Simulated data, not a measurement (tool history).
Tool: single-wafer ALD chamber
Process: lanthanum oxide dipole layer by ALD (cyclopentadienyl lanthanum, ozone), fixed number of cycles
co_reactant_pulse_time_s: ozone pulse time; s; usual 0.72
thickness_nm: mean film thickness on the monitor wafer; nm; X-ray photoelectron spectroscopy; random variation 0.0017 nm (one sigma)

run    hour  co_reactant_pulse_time_s  wafers since the last listed run  hours since the last thermocouple change  hours since the last ozone generator service  hours since the showerhead was replaced  hours since the gauge calibration  read-back reference wafer on the same gauge, thickness_nm  thickness_nm
  1       0                      0.72                                 0                                     469.5                                         968.5                                   2740.4                              964.8                                                      0.438         0.391
  2    45.3                      0.72                               790                                     514.8                                        1013.8                                   2785.7                             1010.1                                                      0.438         0.392
  3    86.5                      0.95                               718                                       556                                          1055                                   2826.9                             1051.3                                                      0.438         0.457
      118.2  -- gauge calibrated
  4   126.3                      0.95                               694                                     595.8                                        1094.8                                   2866.7                                8.1                                                      0.439         0.454
  5   167.4                      0.95                               716                                     636.9                                        1135.9                                   2907.8                               49.2                                                      0.438         0.454
  6   272.9                      0.72                              1840                                     742.4                                        1241.4                                   3013.3                              154.7                                                      0.438         0.391
  7   335.4                      0.72                              1090                                     804.9                                        1303.9                                   3075.8                              217.2                                                      0.438         0.389
  8   375.9                      0.72                               706                                     845.4                                        1344.4                                   3116.3                              257.7                                                      0.438         0.391
  9   418.3                      0.72                               739                                     887.8                                        1386.8                                   3158.7                              300.1                                                      0.438         0.387
 10   467.2                      0.72                               852                                     936.7                                        1435.7                                   3207.6                                349                                                      0.438         0.385
 11   520.1                      0.72                               922                                     989.6                                        1488.6                                   3260.5                              401.9                                                      0.438         0.389
 12   590.5                      0.72                              1227                                      1060                                          1559                                   3330.9                              472.3                                                      0.438          0.39
      698.3  -- thermocouple changed; heater temperature recalibrated
 13   745.9                      0.72                              2571                                      47.6                                        1714.4                                   3486.3                              627.7                                                      0.438         0.389
 14   794.3                      0.64                               844                                        96                                        1762.8                                   3534.7                              676.1                                                      0.438         0.353
 15   821.6                      0.72                               476                                     123.3                                        1790.1                                     3562                              703.4                                                      0.438         0.388
 16   873.1                      0.51                               898                                     174.8                                        1841.6                                   3613.5                              754.9                                                      0.438         0.272
 17   925.2                      0.61                               908                                     226.9                                        1893.7                                   3665.6                                807                                                      0.438         0.337
 18     977                      0.48                               903                                     278.7                                        1945.5                                   3717.4                              858.8                                                      0.437         0.247
 19  1035.5                      0.91                              1020                                     337.2                                          2004                                   3775.9                              917.3                                                      0.438         0.446
     1087.6  -- showerhead replaced
 20  1091.1                      0.87                               830                                     392.8                                        2059.6                                      3.5                              972.9                                                      0.439         0.435
 21  1133.4                      0.72                               737                                     435.1                                        2101.9                                     45.8                             1015.2                                                      0.438         0.387
 22  1203.1                       0.9                              1215                                     504.8                                        2171.6                                    115.5                             1084.9                                                      0.438         0.443
     1203.9  -- gauge calibrated
 23  1243.6                      0.63                               706                                     545.3                                        2212.1                                      156                               39.7                                                      0.439         0.344
     1254.7  -- ozone generator serviced
 24  1282.1                      0.72                               532                                     583.8                                          27.4                                    194.5                               78.2                                                      0.438           0.4
 25  1336.3                      0.89                               945                                       638                                          81.6                                    248.7                              132.4                                                      0.438         0.454
 26  1396.5                      0.44                              1050                                     698.2                                         141.8                                    308.9                              192.6                                                      0.438         0.218
 27  1423.4                      0.55                               469                                     725.1                                         168.7                                    335.8                              219.5                                                      0.438         0.307
 28  1456.8                       0.8                               582                                     758.5                                         202.1                                    369.2                              252.9                                                      0.437         0.423

The next listed run, before its measurement:
 29  1502.7                      0.63                               800                                     804.4                                           248                                    415.1                              298.8                                                          ?             ?

read-back reference wafer on the same gauge, thickness_nm: 0.438
thickness_nm: 0.352 nm
Without the tool's hidden state the same run would have given thickness_nm 0.357 nm.
